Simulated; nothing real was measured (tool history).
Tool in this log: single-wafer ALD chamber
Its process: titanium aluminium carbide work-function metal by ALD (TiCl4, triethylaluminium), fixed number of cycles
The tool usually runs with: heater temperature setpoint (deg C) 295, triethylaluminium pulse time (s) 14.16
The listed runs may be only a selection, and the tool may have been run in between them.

run	hour	heater temperature setpoint (deg C)	triethylaluminium pulse time (s)	read-back reference wafer on the same gauge, thickness_nm	mean film thickness on the monitor wafer (Å)
1	0	295	14.16	2.311	20.98
2	27.8	295	16.54	2.312	20.95
3	51.3	284	17.92	2.313	20.14
4	84.8	295	14.16	2.316	21.05
# hour 110: triethylaluminium bottle replaced
# hour 127.5: showerhead replaced
5	129.8	295	14.16	2.319	21.08
6	144.3	295	14.16	2.32	21.08
7	163.2	307	16.13	2.323	22.12
8	177.6	295	14.16	2.325	21.04
# hour 189.4: thermocouple changed; heater temperature recalibrated
9	202.4	295	14.16	2.329	21.17
10	230.7	287	19.13	2.332	20.49
11	252.8	282	16.95	2.334	20.18
# hour 268.7: gauge calibrated
12	274.1	305	18.59	2.307	21.78
13	308.4	282	16.95	2.308	20
14	331.1	309	18.72	2.309	22.23
15	349.9	309	14.16	2.309	22.11
16	363.4	302	18.4	2.31	21.53

5 options for the next run, each taken on its own from the tool as it stands now. Forecast them:
A	363.8	288	14.16	?	?
B	363.8	304	17.9	?	?
C	363.8	301	14.16	?	?
D	363.8	310	8.93	?	?
E	363.8	295	17.52	?	?

run	read-back reference wafer on the same gauge, thickness_nm	mean film thickness on the monitor wafer (Å)
A	2.311	20.37
B	2.311	21.75
C	2.311	21.42
D	2.311	21.87
E	2.311	21.01
What these runs would have given with no unlogged condition in the tool:
run	mean film thickness on the monitor wafer (Å)
A	20.36
B	21.75
C	21.42
D	21.87
E	21.01
